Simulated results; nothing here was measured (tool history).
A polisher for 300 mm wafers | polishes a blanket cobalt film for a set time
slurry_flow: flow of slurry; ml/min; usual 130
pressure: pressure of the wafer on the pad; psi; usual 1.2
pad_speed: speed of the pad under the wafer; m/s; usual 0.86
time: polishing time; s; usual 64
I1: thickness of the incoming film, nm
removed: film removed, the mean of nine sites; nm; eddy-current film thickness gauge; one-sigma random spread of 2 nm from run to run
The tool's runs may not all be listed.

{"run": 1, "hour": 0.0, "slurry_flow": 130, "pressure": 1.2, "pad_speed": 0.86, "time": 64, "I1": 642.9, "removed": 157.0}
{"run": 2, "hour": 100.7, "slurry_flow": 130, "pressure": 1.2, "pad_speed": 0.86, "time": 64, "I1": 637.7, "removed": 159.8}
{"run": 3, "hour": 180.5, "slurry_flow": 130, "pressure": 0.9, "pad_speed": 0.86, "time": 64, "I1": 645.9, "removed": 120.8}
{"run": 4, "hour": 290.9, "slurry_flow": 130, "pressure": 1.2, "pad_speed": 0.96, "time": 64, "I1": 633.6, "removed": 173.4}
{"run": 5, "hour": 365.1, "slurry_flow": 130, "pressure": 1.2, "pad_speed": 0.96, "time": 64, "I1": 632.5, "removed": 173.8}
{"run": 6, "hour": 425.5, "slurry_flow": 130, "pressure": 1.2, "pad_speed": 0.86, "time": 64, "I1": 643.9, "removed": 157.8}
{"run": 7, "hour": 522.0, "slurry_flow": 130, "pressure": 1.2, "pad_speed": 0.86, "time": 64, "I1": 644.5, "removed": 156.3}
{"run": 8, "hour": 602.9, "slurry_flow": 130, "pressure": 1.2, "pad_speed": 0.86, "time": 64, "I1": 643.9, "removed": 147.5}
{"run": 9, "hour": 662.6, "slurry_flow": 120, "pressure": 1.2, "pad_speed": 0.86, "time": 64, "I1": 631.3, "removed": 143.4}
{"run": 10, "hour": 729.1, "slurry_flow": 120, "pressure": 1.2, "pad_speed": 0.86, "time": 64, "I1": 647.2, "removed": 143.8}
{"run": 11, "hour": 810.6, "slurry_flow": 120, "pressure": 1.2, "pad_speed": 0.86, "time": 64, "I1": 647.7, "removed": 145.0}
{"run": 12, "hour": 850.4, "slurry_flow": 130, "pressure": 1.2, "pad_speed": 0.86, "time": 64, "I1": 653.0, "removed": 144.6}
{"run": 13, "hour": 913.1, "slurry_flow": 140, "pressure": 1.2, "pad_speed": 0.86, "time": 64, "I1": 651.4, "removed": 145.3}
{"run": 14, "hour": 999.2, "slurry_flow": 140, "pressure": 1.2, "pad_speed": 0.86, "time": 64, "I1": 642.0, "removed": 142.1}
{"run": 15, "hour": 1074.1, "slurry_flow": 140, "pressure": 1.2, "pad_speed": 0.86, "time": 64, "I1": 628.7, "removed": 144.2}
{"run": 16, "hour": 1136.7, "slurry_flow": 130, "pressure": 1.2, "pad_speed": 0.86, "time": 64, "I1": 640.7, "removed": 137.6}
{"run": 17, "hour": 1236.9, "slurry_flow": 130, "pressure": 1.2, "pad_speed": 0.86, "time": 64, "I1": 638.4, "removed": 136.3}
{"run": 18, "hour": 1301.2, "slurry_flow": 100, "pressure": 1.2, "pad_speed": 0.86, "time": 44, "I1": 641.8, "removed": 102.7}
{"run": 19, "hour": 1366.8, "slurry_flow": 165, "pressure": 1.3, "pad_speed": 0.62, "time": 57, "I1": 634.5, "removed": 127.2}
{"run": 20, "hour": 1415.0, "slurry_flow": 130, "pressure": 1.2, "pad_speed": 0.64, "time": 78, "I1": 637.3, "removed": 155.3}
{"run": 21, "hour": 1520.9, "slurry_flow": 155, "pressure": 1.2, "pad_speed": 0.94, "time": 86, "I1": 649.0, "removed": 235.3}
{"run": 22, "hour": 1611.5, "slurry_flow": 130, "pressure": 1.2, "pad_speed": 0.86, "time": 64, "I1": 639.8, "removed": 154.3}
{"run": 23, "hour": 1714.1, "slurry_flow": 130, "pressure": 1.3, "pad_speed": 0.86, "time": 83, "I1": 643.7, "removed": 217.2}
{"run": 24, "hour": 1818.5, "slurry_flow": 130, "pressure": 1.0, "pad_speed": 1.06, "time": 49, "I1": 641.2, "removed": 118.1}
{"run": 25, "hour": 1949.0, "slurry_flow": 130, "pressure": 1.2, "pad_speed": 0.72, "time": 75, "I1": 627.9, "removed": 160.0}
{"run": 26, "hour": 2031.1, "slurry_flow": 130, "pressure": 1.2, "pad_speed": 0.86, "time": 64, "I1": 642.9, "removed": 155.4}
{"run": 27, "hour": 2067.4, "slurry_flow": 95, "pressure": 1.4, "pad_speed": 0.7, "time": 56, "I1": 647.6, "removed": 126.6}
{"run": 28, "hour": 2153.3, "slurry_flow": 130, "pressure": 1.0, "pad_speed": 0.86, "time": 46, "I1": 648.2, "removed": 93.0}
{"run": 29, "hour": 2222.8, "slurry_flow": 130, "pressure": 1.2, "pad_speed": 0.86, "time": 71, "I1": 651.2, "removed": 166.7}
{"run": 30, "hour": 2302.8, "slurry_flow": 130, "pressure": 1.2, "pad_speed": 0.86, "time": 64, "I1": 646.1, "removed": 160.9}
{"run": 31, "hour": 2354.2, "slurry_flow": 85, "pressure": 1.3, "pad_speed": 1.0, "time": 79, "I1": 639.5, "removed": 221.1}
{"run": 32, "hour": 2624.0, "slurry_flow": 130, "pressure": 1.2, "pad_speed": 0.74, "time": 64, "I1": 633.9, "removed": 134.4}
{"run": 33, "hour": 2694.1, "slurry_flow": 165, "pressure": 1.4, "pad_speed": 0.86, "time": 64, "I1": 641.4, "removed": 186.8}
{"run": 34, "hour": 2754.0, "slurry_flow": 130, "pressure": 1.2, "pad_speed": 0.86, "time": 64, "I1": 639.0, "removed": 154.7}
{"run": 35, "hour": 2792.5, "slurry_flow": 130, "pressure": 1.5, "pad_speed": 0.62, "time": 64, "I1": 650.1, "removed": 150.9}

Withheld: 11 entries from between the runs. Position of each, and hidden state at the listed run before versus the listed run after:
Run 1 -> run 2: worn pad replaced by a new one (hour 68.6)
  removal rate lost through wear of the pad, %: 3.41 -> 0.018
  measured value less the no-hidden-state value, removed: -5.5 -> -0.1 nm
Run 4 -> run 5: head pressure recalibrated (hour 342.3)
  removal rate lost through wear of the pad, %: 0.814 -> 1.45
  measured value less the no-hidden-state value, removed: -1.4 -> -2.5 nm
Run 6 -> run 7: slurry nozzle cleaned (hour 457.2)
  removal rate lost through wear of the pad, %: 2.1 -> 3.38
  measured value less the no-hidden-state value, removed: -3.4 -> -5.5 nm
Run 7 -> run 8: worn pad replaced by a new one (hour 560.3)
  removal rate lost through wear of the pad, %: 3.38 -> 8.14
  measured value less the no-hidden-state value, removed: -5.5 -> -13.0 nm
Run 17 -> run 18: worn pad replaced by a new one, repeated, since the last time left the tool worse (hour 1248.2); slurry nozzle cleaned (hour 1260.1)
  removal rate lost through wear of the pad, %: 15.6 -> 0.461
  measured value less the no-hidden-state value, removed: -25.2 -> -0.5 nm
Run 21 -> run 22: head pressure recalibrated (hour 1568.3)
  removal rate lost through wear of the pad, %: 1.64 -> 2.59
  measured value less the no-hidden-state value, removed: -3.9 -> -4.1 nm
Run 23 -> run 24: worn pad replaced by a new one (hour 1727.3)
  removal rate lost through wear of the pad, %: 3.99 -> 1.5
  measured value less the no-hidden-state value, removed: -9.1 -> -1.8 nm
Run 27 -> run 28: slurry nozzle cleaned (hour 2068.5)
  removal rate lost through wear of the pad, %: 3.27 -> 4.35
  measured value less the no-hidden-state value, removed: -4.3 -> -4.3 nm
Run 29 -> run 30: worn pad replaced by a new one (hour 2235.2)
  removal rate lost through wear of the pad, %: 5.4 -> 0.517
  measured value less the no-hidden-state value, removed: -9.5 -> -0.8 nm
Run 31 -> run 32: head pressure recalibrated (hour 2596.8)
  removal rate lost through wear of the pad, %: 0.675 -> 2.93
  measured value less the no-hidden-state value, removed: -1.6 -> -4.0 nm
